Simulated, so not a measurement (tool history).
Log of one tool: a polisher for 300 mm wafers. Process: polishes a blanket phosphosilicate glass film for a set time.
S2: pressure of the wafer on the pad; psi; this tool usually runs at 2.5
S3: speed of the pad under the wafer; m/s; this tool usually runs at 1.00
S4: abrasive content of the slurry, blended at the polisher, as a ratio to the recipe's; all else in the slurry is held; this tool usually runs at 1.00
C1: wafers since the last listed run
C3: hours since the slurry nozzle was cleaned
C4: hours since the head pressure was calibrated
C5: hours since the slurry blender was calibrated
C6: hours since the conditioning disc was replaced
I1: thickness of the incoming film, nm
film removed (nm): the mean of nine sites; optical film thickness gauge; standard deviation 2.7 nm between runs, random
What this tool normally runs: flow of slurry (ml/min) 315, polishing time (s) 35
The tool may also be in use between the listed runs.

{"run": 1, "hour": 0.0, "flow of slurry (ml/min)": 315, "S2": 2.5, "S3": 1.0, "S4": 1.0, "polishing time (s)": 35, "C1": 0, "wafers polished on this pad": 2306, "C3": 109.8, "C4": 386.2, "C5": 258.3, "C6": 161.4, "I1": 1902.0, "film removed (nm)": 261.5}
{"hour": 35.7, "done": "worn pad replaced by a new one"}
{"hour": 58.4, "done": "slurry blender recalibrated"}
{"run": 2, "hour": 59.3, "flow of slurry (ml/min)": 315, "S2": 2.5, "S3": 1.0, "S4": 1.0, "polishing time (s)": 35, "C1": 446, "wafers polished on this pad": 180, "C3": 169.1, "C4": 445.5, "C5": 0.9, "C6": 220.7, "I1": 1927.4, "film removed (nm)": 266.0}
{"hour": 65.1, "done": "head pressure recalibrated"}
{"run": 3, "hour": 103.0, "flow of slurry (ml/min)": 315, "S2": 2.5, "S3": 1.0, "S4": 1.0, "polishing time (s)": 35, "C1": 349, "wafers polished on this pad": 530, "C3": 212.8, "C4": 37.9, "C5": 44.6, "C6": 264.4, "I1": 1925.6, "film removed (nm)": 257.4}
{"run": 4, "hour": 172.6, "flow of slurry (ml/min)": 315, "S2": 2.5, "S3": 1.0, "S4": 1.0, "polishing time (s)": 35, "C1": 583, "wafers polished on this pad": 1113, "C3": 282.4, "C4": 107.5, "C5": 114.2, "C6": 334.0, "I1": 1902.8, "film removed (nm)": 261.9}
{"hour": 210.0, "done": "conditioning disc replaced and pad reconditioned"}
{"run": 5, "hour": 235.2, "flow of slurry (ml/min)": 315, "S2": 2.5, "S3": 1.0, "S4": 1.0, "polishing time (s)": 35, "C1": 507, "wafers polished on this pad": 1620, "C3": 345.0, "C4": 170.1, "C5": 176.8, "C6": 25.2, "I1": 1910.7, "film removed (nm)": 259.7}
{"run": 6, "hour": 280.0, "flow of slurry (ml/min)": 315, "S2": 2.5, "S3": 0.9, "S4": 0.8, "polishing time (s)": 35, "C1": 375, "wafers polished on this pad": 1996, "C3": 389.8, "C4": 214.9, "C5": 221.6, "C6": 70.0, "I1": 1885.0, "film removed (nm)": 197.2}
{"run": 7, "hour": 307.0, "flow of slurry (ml/min)": 350, "S2": 2.5, "S3": 0.74, "S4": 1.0, "polishing time (s)": 35, "C1": 226, "wafers polished on this pad": 2222, "C3": 416.8, "C4": 241.9, "C5": 248.6, "C6": 97.0, "I1": 1907.1, "film removed (nm)": 204.9}
{"run": 8, "hour": 366.3, "flow of slurry (ml/min)": 315, "S2": 3.4, "S3": 1.0, "S4": 1.0, "polishing time (s)": 47, "C1": 496, "wafers polished on this pad": 2719, "C3": 476.1, "C4": 301.2, "C5": 307.9, "C6": 156.3, "I1": 1945.1, "film removed (nm)": 443.2}
{"hour": 371.5, "done": "worn pad replaced by a new one"}
{"hour": 413.6, "done": "slurry nozzle cleaned"}
{"run": 9, "hour": 435.3, "flow of slurry (ml/min)": 315, "S2": 2.5, "S3": 1.0, "S4": 1.0, "polishing time (s)": 35, "C1": 536, "wafers polished on this pad": 525, "C3": 21.7, "C4": 370.2, "C5": 376.9, "C6": 225.3, "I1": 1873.2, "film removed (nm)": 262.6}
{"run": 10, "hour": 459.6, "flow of slurry (ml/min)": 315, "S2": 2.5, "S3": 1.0, "S4": 1.0, "polishing time (s)": 35, "C1": 203, "wafers polished on this pad": 729, "C3": 46.0, "C4": 394.5, "C5": 401.2, "C6": 249.6, "I1": 1945.0, "film removed (nm)": 257.1}
{"hour": 465.5, "done": "slurry blender recalibrated"}
{"hour": 507.4, "done": "head pressure recalibrated"}
{"run": 11, "hour": 509.4, "flow of slurry (ml/min)": 350, "S2": 2.5, "S3": 1.0, "S4": 1.0, "polishing time (s)": 26, "C1": 383, "wafers polished on this pad": 1113, "C3": 95.8, "C4": 2.0, "C5": 43.9, "C6": 299.4, "I1": 1906.5, "film removed (nm)": 192.4}
{"run": 12, "hour": 538.0, "flow of slurry (ml/min)": 345, "S2": 2.5, "S3": 1.0, "S4": 1.2, "polishing time (s)": 27, "C1": 239, "wafers polished on this pad": 1352, "C3": 124.4, "C4": 30.6, "C5": 72.5, "C6": 328.0, "I1": 1908.8, "film removed (nm)": 226.1}
{"hour": 542.6, "done": "conditioning disc replaced and pad reconditioned"}
{"run": 13, "hour": 589.6, "flow of slurry (ml/min)": 215, "S2": 2.5, "S3": 1.24, "S4": 1.0, "polishing time (s)": 35, "C1": 415, "wafers polished on this pad": 1768, "C3": 176.0, "C4": 82.2, "C5": 124.1, "C6": 47.0, "I1": 1880.9, "film removed (nm)": 302.7}
{"run": 14, "hour": 623.9, "flow of slurry (ml/min)": 315, "S2": 3.3, "S3": 1.0, "S4": 1.0, "polishing time (s)": 35, "C1": 287, "wafers polished on this pad": 2055, "C3": 210.3, "C4": 116.5, "C5": 158.4, "C6": 81.3, "I1": 1937.7, "film removed (nm)": 322.1}
{"run": 15, "hour": 674.0, "flow of slurry (ml/min)": 315, "S2": 2.5, "S3": 1.0, "S4": 1.0, "polishing time (s)": 35, "C1": 419, "wafers polished on this pad": 2475, "C3": 260.4, "C4": 166.6, "C5": 208.5, "C6": 131.4, "I1": 1895.1, "film removed (nm)": 259.9}
{"hour": 724.5, "done": "worn pad replaced by a new one"}
{"run": 16, "hour": 739.3, "flow of slurry (ml/min)": 230, "S2": 2.5, "S3": 0.7, "S4": 1.0, "polishing time (s)": 35, "C1": 513, "wafers polished on this pad": 124, "C3": 325.7, "C4": 231.9, "C5": 273.8, "C6": 196.7, "I1": 1924.3, "film removed (nm)": 192.0}
{"hour": 780.5, "done": "slurry blender recalibrated"}
{"run": 17, "hour": 797.3, "flow of slurry (ml/min)": 240, "S2": 2.5, "S3": 1.0, "S4": 0.9, "polishing time (s)": 24, "C1": 469, "wafers polished on this pad": 593, "C3": 383.7, "C4": 289.9, "C5": 16.8, "C6": 254.7, "I1": 1892.0, "film removed (nm)": 160.5}
{"run": 18, "hour": 824.6, "flow of slurry (ml/min)": 315, "S2": 2.5, "S3": 1.0, "S4": 1.1, "polishing time (s)": 40, "C1": 228, "wafers polished on this pad": 822, "C3": 411.0, "C4": 317.2, "C5": 44.1, "C6": 282.0, "I1": 1935.0, "film removed (nm)": 316.4}
{"run": 19, "hour": 876.1, "flow of slurry (ml/min)": 315, "S2": 2.5, "S3": 1.24, "S4": 1.0, "polishing time (s)": 42, "C1": 431, "wafers polished on this pad": 1253, "C3": 462.5, "C4": 368.7, "C5": 95.6, "C6": 333.5, "I1": 1910.3, "film removed (nm)": 373.2}
{"hour": 905.0, "done": "head pressure recalibrated"}
{"run": 20, "hour": 908.8, "flow of slurry (ml/min)": 265, "S2": 2.5, "S3": 1.0, "S4": 0.75, "polishing time (s)": 35, "C1": 257, "wafers polished on this pad": 1510, "C3": 495.2, "C4": 3.8, "C5": 128.3, "C6": 366.2, "I1": 1885.0, "film removed (nm)": 198.4}
{"hour": 924.5, "done": "conditioning disc replaced and pad reconditioned"}
{"hour": 962.7, "done": "slurry nozzle cleaned"}
{"run": 21, "hour": 977.4, "flow of slurry (ml/min)": 315, "S2": 2.5, "S3": 1.0, "S4": 1.0, "polishing time (s)": 35, "C1": 549, "wafers polished on this pad": 2060, "C3": 14.7, "C4": 72.4, "C5": 196.9, "C6": 52.9, "I1": 1913.4, "film removed (nm)": 265.2}
{"run": 22, "hour": 1011.6, "flow of slurry (ml/min)": 315, "S2": 2.5, "S3": 1.0, "S4": 1.0, "polishing time (s)": 35, "C1": 286, "wafers polished on this pad": 2346, "C3": 48.9, "C4": 106.6, "C5": 231.1, "C6": 87.1, "I1": 1914.1, "film removed (nm)": 260.0}
{"run": 23, "hour": 1036.3, "flow of slurry (ml/min)": 315, "S2": 2.5, "S3": 1.0, "S4": 1.0, "polishing time (s)": 35, "C1": 206, "wafers polished on this pad": 2553, "C3": 73.6, "C4": 131.3, "C5": 255.8, "C6": 111.8, "I1": 1910.7, "film removed (nm)": 263.0}
{"run": 24, "hour": 1074.0, "flow of slurry (ml/min)": 280, "S2": 2.2, "S3": 1.26, "S4": 1.2, "polishing time (s)": 35, "C1": 315, "wafers polished on this pad": 2869, "C3": 111.3, "C4": 169.0, "C5": 293.5, "C6": 149.5, "I1": 1916.4, "film removed (nm)": 320.7}
{"hour": 1096.2, "done": "worn pad replaced by a new one"}
{"run": 25, "hour": 1119.5, "flow of slurry (ml/min)": 315, "S2": 2.5, "S3": 1.0, "S4": 1.0, "polishing time (s)": 35, "C1": 347, "wafers polished on this pad": 194, "C3": 156.8, "C4": 214.5, "C5": 339.0, "C6": 195.0, "I1": 1918.0, "film removed (nm)": 262.4}

State the hidden condition of the tool at each of the runs:
removal rate lost through wear of the pad, %: 0, the same for each run
slurry flow missing at the pad, %: 0, the same for each run
deviation of the head's pressure from its setpoint, %: 0, the same for each run
abrasive missing from the slurry, %: 0, the same for each run
time polished since the conditioner stopped cutting, s: 0, the same for each run
